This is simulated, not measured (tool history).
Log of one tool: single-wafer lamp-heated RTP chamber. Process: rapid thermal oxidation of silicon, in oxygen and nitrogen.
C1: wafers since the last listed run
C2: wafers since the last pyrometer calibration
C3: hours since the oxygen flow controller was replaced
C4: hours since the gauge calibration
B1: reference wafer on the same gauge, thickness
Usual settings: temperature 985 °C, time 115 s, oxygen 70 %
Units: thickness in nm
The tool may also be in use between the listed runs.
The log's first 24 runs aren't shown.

{"run": 25, "hour": 296.1, "temperature": 985, "time": 115, "oxygen": 70, "C1": 65, "C2": 1631, "C3": 6.0, "C4": 6.4, "B1": 5.304, "thickness": 6.42}
{"run": 26, "hour": 311.1, "temperature": 955, "time": 170, "oxygen": 96, "C1": 179, "C2": 1811, "C3": 21.0, "C4": 21.4, "B1": 5.299, "thickness": 6.797}
{"run": 27, "hour": 320.0, "temperature": 985, "time": 162, "oxygen": 58, "C1": 106, "C2": 1918, "C3": 29.9, "C4": 30.3, "B1": 5.302, "thickness": 7.026}
{"run": 28, "hour": 330.5, "temperature": 985, "time": 70, "oxygen": 70, "C1": 125, "C2": 2043, "C3": 40.4, "C4": 40.8, "B1": 5.301, "thickness": 5.179}
{"run": 29, "hour": 337.1, "temperature": 994, "time": 84, "oxygen": 48, "C1": 79, "C2": 2122, "C3": 47.0, "C4": 47.4, "B1": 5.298, "thickness": 5.266}
{"run": 30, "hour": 350.8, "temperature": 985, "time": 115, "oxygen": 70, "C1": 164, "C2": 2286, "C3": 60.7, "C4": 61.1, "B1": 5.302, "thickness": 6.436}
{"run": 31, "hour": 359.1, "temperature": 985, "time": 115, "oxygen": 70, "C1": 99, "C2": 2386, "C3": 69.0, "C4": 69.4, "B1": 5.3, "thickness": 6.426}
{"run": 32, "hour": 366.2, "temperature": 958, "time": 150, "oxygen": 49, "C1": 85, "C2": 2471, "C3": 76.1, "C4": 76.5, "B1": 5.303, "thickness": 5.261}
{"run": 33, "hour": 374.0, "temperature": 985, "time": 71, "oxygen": 88, "C1": 93, "C2": 2564, "C3": 83.9, "C4": 84.3, "B1": 5.299, "thickness": 5.635}
{"run": 34, "hour": 380.7, "temperature": 985, "time": 169, "oxygen": 83, "C1": 80, "C2": 2645, "C3": 90.6, "C4": 91.0, "B1": 5.298, "thickness": 8.177}
{"run": 35, "hour": 389.5, "temperature": 975, "time": 131, "oxygen": 46, "C1": 105, "C2": 2750, "C3": 99.4, "C4": 99.8, "B1": 5.296, "thickness": 5.486}
{"run": 36, "hour": 404.6, "temperature": 985, "time": 78, "oxygen": 92, "C1": 180, "C2": 2931, "C3": 114.5, "C4": 114.9, "B1": 5.305, "thickness": 5.952}
{"run": 37, "hour": 421.0, "temperature": 1014, "time": 115, "oxygen": 70, "C1": 196, "C2": 3127, "C3": 130.9, "C4": 131.3, "B1": 5.298, "thickness": 8.005}
{"run": 38, "hour": 434.1, "temperature": 956, "time": 115, "oxygen": 53, "C1": 156, "C2": 3284, "C3": 144.0, "C4": 144.4, "B1": 5.3, "thickness": 4.75}

4 ways to go on from here, each from the tool as it stands after run 38. What would each give?
{"run": "A", "hour": 434.5, "temperature": 999, "time": 115, "oxygen": 70, "C1": 4, "C2": 3289, "C3": 144.4, "C4": 144.8, "B1": "?", "thickness": "?"}
{"run": "B", "hour": 434.5, "temperature": 1001, "time": 115, "oxygen": 43, "C1": 4, "C2": 3289, "C3": 144.4, "C4": 144.8, "B1": "?", "thickness": "?"}
{"run": "C", "hour": 434.5, "temperature": 985, "time": 169, "oxygen": 90, "C1": 4, "C2": 3289, "C3": 144.4, "C4": 144.8, "B1": "?", "thickness": "?"}
{"run": "D", "hour": 434.5, "temperature": 956, "time": 115, "oxygen": 86, "C1": 4, "C2": 3289, "C3": 144.4, "C4": 144.8, "B1": "?", "thickness": "?"}

run=A B1=5.295 thickness=7.172
run=B B1=5.295 thickness=6.134
run=C B1=5.295 thickness=8.427
run=D B1=5.295 thickness=5.576
Without the tool's hidden state the same runs would have given:
run=A thickness=7.034
run=B thickness=6.019
run=C thickness=8.260
run=D thickness=5.465
